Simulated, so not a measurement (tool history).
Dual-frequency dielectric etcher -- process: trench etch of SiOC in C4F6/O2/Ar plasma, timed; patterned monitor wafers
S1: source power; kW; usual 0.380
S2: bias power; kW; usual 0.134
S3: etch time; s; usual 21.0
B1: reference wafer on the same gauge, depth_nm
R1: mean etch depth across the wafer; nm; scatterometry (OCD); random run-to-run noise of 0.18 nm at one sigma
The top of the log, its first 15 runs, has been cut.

run	hour	S1	S2	S3	B1	R1
16	384.2	0.420	0.156	21.0	33.53	39.41
# hour 414.1: gauge calibrated
# hour 414.2: bias power generator calibrated
17	416.4	0.380	0.134	21.0	33.42	35.62
18	430.1	0.380	0.134	21.0	33.54	35.56
19	465.7	0.430	0.134	15.5	33.51	27.49
20	484.4	0.380	0.134	21.0	33.48	35.83
# hour 510.1: wet clean of the chamber
21	529.5	0.380	0.134	21.0	33.50	36.40
22	559.5	0.380	0.101	21.0	33.48	32.40
23	584.4	0.310	0.152	18.0	33.42	30.58
24	610.5	0.380	0.134	21.0	33.55	36.15
25	630.5	0.320	0.155	15.0	33.43	25.73
26	650.6	0.350	0.145	21.0	33.46	36.16
27	682.4	0.380	0.134	21.0	33.49	36.00
28	715.6	0.450	0.149	21.0	33.52	40.03
29	747.6	0.290	0.111	24.0	33.54	34.07
30	763.7	0.420	0.134	25.0	33.57	44.36
31	796.6	0.430	0.166	21.0	33.62	40.70

Branching from run 31: 3 alternative next runs. What would each branch give?
A	797.0	0.380	0.134	21.0	?	?
B	797.0	0.340	0.166	17.5	?	?
C	797.0	0.290	0.109	17.5	?	?

run	B1	R1
A	33.54	35.76
B	33.54	31.12
C	33.54	24.67
Had the tool no hidden state, the same runs would have come out as:
run	R1
A	36.46
B	31.73
C	25.15
